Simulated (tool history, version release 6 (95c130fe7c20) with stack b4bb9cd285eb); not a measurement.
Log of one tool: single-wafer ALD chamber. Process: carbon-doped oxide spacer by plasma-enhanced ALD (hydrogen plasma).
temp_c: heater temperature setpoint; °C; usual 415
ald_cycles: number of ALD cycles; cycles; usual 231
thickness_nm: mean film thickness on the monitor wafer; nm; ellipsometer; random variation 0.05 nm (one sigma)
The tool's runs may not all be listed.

run,hour,temp_c,ald_cycles,wafers since the last listed run,hours since the last thermocouple change,hours since the gauge calibration,"read-back reference wafer on the same gauge, thickness_nm",thickness_nm
1,0.0,411,231,0,985.9,118.1,9.700,11.360
2,81.7,415,200,138,1067.6,199.8,9.696,9.693
3,144.7,415,200,106,1130.6,262.8,9.697,9.693
4,248.5,415,200,175,1234.4,366.6,9.666,9.631
5,289.7,406,231,69,1275.6,407.8,9.664,11.359
6,370.8,406,231,137,1356.7,488.9,9.650,11.390
7,437.2,406,231,112,1423.1,555.3,9.628,11.400
8,535.6,415,231,166,1521.5,653.7,9.608,10.989
9,589.0,415,231,90,1574.9,707.1,9.597,10.992
10,711.6,415,231,207,1697.5,829.7,9.544,10.943
11,778.7,415,231,113,1764.6,896.8,9.517,10.947
# hour 817.0: gauge calibrated
# hour 857.7: thermocouple changed; heater temperature recalibrated
12,876.3,403,202,151,18.6,59.3,9.727,10.146
13,928.4,425,187,88,70.7,111.4,9.714,8.832
14,986.1,403,202,97,128.4,169.1,9.714,10.083
15,1080.4,415,209,159,222.7,263.4,9.702,10.154
16,1174.9,426,188,159,317.2,357.9,9.689,8.857
17,1242.3,415,231,113,384.6,425.3,9.675,11.120
18,1283.7,420,231,69,426.0,466.7,9.668,10.936
19,1361.9,419,268,132,504.2,544.9,9.647,12.819

Forecast run 20:
20,1455.6,415,267,158,597.9,638.6,?,?

read-back reference wafer on the same gauge, thickness_nm: 9.623
thickness_nm: 12.837 nm
Without the tool's hidden state the same run would have given thickness_nm 12.939 nm.

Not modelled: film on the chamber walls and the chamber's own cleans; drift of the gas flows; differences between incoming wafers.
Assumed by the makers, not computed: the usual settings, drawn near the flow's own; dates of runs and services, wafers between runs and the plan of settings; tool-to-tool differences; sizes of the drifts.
